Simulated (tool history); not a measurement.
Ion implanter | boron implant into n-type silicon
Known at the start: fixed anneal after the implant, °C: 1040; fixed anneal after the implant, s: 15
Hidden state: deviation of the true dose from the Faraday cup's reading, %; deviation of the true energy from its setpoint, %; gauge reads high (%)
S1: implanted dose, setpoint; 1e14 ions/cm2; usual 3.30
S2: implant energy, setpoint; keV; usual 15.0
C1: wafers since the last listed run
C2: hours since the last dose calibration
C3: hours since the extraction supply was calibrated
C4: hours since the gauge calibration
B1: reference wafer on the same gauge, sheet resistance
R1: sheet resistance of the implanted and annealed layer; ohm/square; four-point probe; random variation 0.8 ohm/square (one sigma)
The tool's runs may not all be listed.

run   hour    S1    S2   C1      C2      C3     C4      B1      R1
  1    0.0  3.30  15.0    0  1017.8  2747.9  121.3  242.97  304.80
  2   21.0  3.30  15.0  433  1038.8  2768.9  142.3  242.77  305.57
  3   51.0  2.64  15.0  618  1068.8  2798.9  172.3  242.91  367.60
  4   77.0  3.30  15.0  536  1094.8  2824.9  198.3  242.94  307.69
  5  101.3  3.30  15.0  501  1119.1  2849.2  222.6  242.91  306.82
     132.0  -- extraction supply calibrated
  6  134.4  3.30  15.0  517  1152.2     2.4  255.7  243.01  308.11
  7  159.3  3.30  15.0  513  1177.1    27.3  280.6  242.89  309.62
  8  195.0  3.30  15.0  736  1212.8    63.0  316.3  242.87  310.41
     200.7  -- gauge calibrated
  9  208.4  4.10  10.5  276  1226.2    76.4    7.7  243.25  269.21
 10  221.1  3.30  12.0  261  1238.9    89.1   20.4  242.76  319.38
 11  240.1  2.83  17.5  391  1257.9   108.1   39.4  242.92  347.96
     249.5  -- Faraday cup replaced and dose calibrated
 12  254.9  3.30  10.0  140     5.4   122.9   54.2  242.78  309.77
 13  276.7  4.11  17.0  449    27.2   144.7   76.0  243.27  244.65
 14  300.7  4.25  12.5  495    51.2   168.7  100.0  243.18  246.86
 15  341.1  3.30  15.0  833    91.6   209.1  140.4  243.00  295.87

Run 16 comes next. What will it give?
 16  363.4  2.54  11.0  460  113.9  231.4  162.7   ?   ?

{"run 16": {"B1": 242.85, "R1": 380.84}}
Without the tool's hidden state the same run would have given R1 380.16 ohm/square.
